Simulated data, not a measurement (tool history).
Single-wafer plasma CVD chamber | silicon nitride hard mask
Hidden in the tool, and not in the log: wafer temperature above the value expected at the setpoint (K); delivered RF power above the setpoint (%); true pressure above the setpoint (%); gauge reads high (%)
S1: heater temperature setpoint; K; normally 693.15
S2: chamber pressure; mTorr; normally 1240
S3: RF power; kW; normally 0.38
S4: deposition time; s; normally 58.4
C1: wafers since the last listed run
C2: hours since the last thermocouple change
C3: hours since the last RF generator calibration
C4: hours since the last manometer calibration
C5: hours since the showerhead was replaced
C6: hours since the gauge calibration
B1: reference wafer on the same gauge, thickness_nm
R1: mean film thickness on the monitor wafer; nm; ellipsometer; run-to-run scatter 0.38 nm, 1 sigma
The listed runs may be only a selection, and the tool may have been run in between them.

| run | hour | S1 | S2 | S3 | S4 | C1 | C2 | C3 | C4 | C5 | C6 | B1 | R1 |
|---|---|---|---|---|---|---|---|---|---|---|---|---|---|
| 1 | 0 | 693.15 | 1170 | 0.42 | 58.4 | 0 | 1250.3 | 1819.9 | 2022.4 | 6468.2 | 133.5 | 70.944 | 68.304 |
| 2 | 50.4 | 693.15 | 1170 | 0.42 | 58.4 | 550 | 1300.7 | 1870.3 | 2072.8 | 6518.6 | 183.9 | 70.9 | 68.114 |
| 3 | 98.9 | 693.15 | 1170 | 0.42 | 58.4 | 529 | 1349.2 | 1918.8 | 2121.3 | 6567.1 | 232.4 | 71.281 | 69.389 |
| 4 | 141.4 | 693.15 | 1240 | 0.38 | 54.5 | 464 | 1391.7 | 1961.3 | 2163.8 | 6609.6 | 274.9 | 71.096 | 61.098 |
| 5 | 219.8 | 693.15 | 1240 | 0.38 | 54.5 | 856 | 1470.1 | 2039.7 | 2242.2 | 6688 | 353.3 | 71.483 | 61.798 |
| 6 | 287.8 | 681.15 | 990 | 0.38 | 58.4 | 743 | 1538.1 | 2107.7 | 2310.2 | 6756 | 421.3 | 71.661 | 63.107 |
| 7 | 315.3 | 693.15 | 1240 | 0.38 | 58.4 | 300 | 1565.6 | 2135.2 | 2337.7 | 6783.5 | 448.8 | 71.828 | 66.036 |
| 8 | 375.2 | 693.15 | 1240 | 0.38 | 58.4 | 654 | 1625.5 | 2195.1 | 2397.6 | 6843.4 | 508.7 | 71.843 | 66.387 |
|  | 377.7 | gauge calibrated |
| 9 | 402.1 | 693.15 | 1240 | 0.38 | 58.4 | 293 | 1652.4 | 2222 | 2424.5 | 6870.3 | 24.4 | 70.687 | 65.073 |
|  | 437 | showerhead replaced |
|  | 448.4 | RF generator calibrated |
| 10 | 472.3 | 693.15 | 1170 | 0.42 | 58.4 | 592 | 1722.6 | 23.9 | 2494.7 | 35.3 | 94.6 | 70.71 | 67.984 |
| 11 | 539.9 | 693.15 | 1090 | 0.425 | 49.8 | 738 | 1790.2 | 91.5 | 2562.3 | 102.9 | 162.2 | 71.211 | 58.037 |
|  | 576.8 | thermocouple changed; heater temperature recalibrated |
| 12 | 583.7 | 693.15 | 1240 | 0.325 | 58.4 | 391 | 6.9 | 135.3 | 2606.1 | 146.7 | 206 | 71.126 | 58.755 |
| 13 | 650.1 | 684.15 | 1240 | 0.38 | 51 | 725 | 73.3 | 201.7 | 2672.5 | 213.1 | 272.4 | 71.256 | 57.798 |
|  | 670.4 | capacitance manometer re-zeroed and calibrated |
| 14 | 696.4 | 707.15 | 1240 | 0.38 | 58.4 | 418 | 119.6 | 248 | 26 | 259.4 | 318.7 | 71.425 | 65.054 |
| 15 | 757.1 | 680.15 | 1240 | 0.35 | 58.4 | 663 | 180.3 | 308.7 | 86.7 | 320.1 | 379.4 | 71.681 | 62.755 |
| 16 | 804.5 | 693.15 | 1240 | 0.36 | 58.4 | 517 | 227.7 | 356.1 | 134.1 | 367.5 | 426.8 | 72.01 | 63.432 |
| 17 | 860.5 | 679.15 | 1240 | 0.425 | 53.5 | 611 | 283.7 | 412.1 | 190.1 | 423.5 | 482.8 | 72.163 | 65.031 |

The tool's hidden state at each run:
wafer temperature above the value expected at the setpoint (K): 0, the same for each run
delivered RF power above the setpoint (%): 0, the same for each run
true pressure above the setpoint (%): 0, the same for each run
H1: gauge reads high (%)
| run | H1 |
|---|---|
| 1 | 0.406 |
| 2 | 0.608 |
| 3 | 0.802 |
| 4 | 0.972 |
| 5 | 1.29 |
| 6 | 1.56 |
| 7 | 1.67 |
| 8 | 1.91 |
| 9 | 0.101 |
| 10 | 0.382 |
| 11 | 0.652 |
| 12 | 0.827 |
| 13 | 1.09 |
| 14 | 1.28 |
| 15 | 1.52 |
| 16 | 1.71 |
| 17 | 1.93 |

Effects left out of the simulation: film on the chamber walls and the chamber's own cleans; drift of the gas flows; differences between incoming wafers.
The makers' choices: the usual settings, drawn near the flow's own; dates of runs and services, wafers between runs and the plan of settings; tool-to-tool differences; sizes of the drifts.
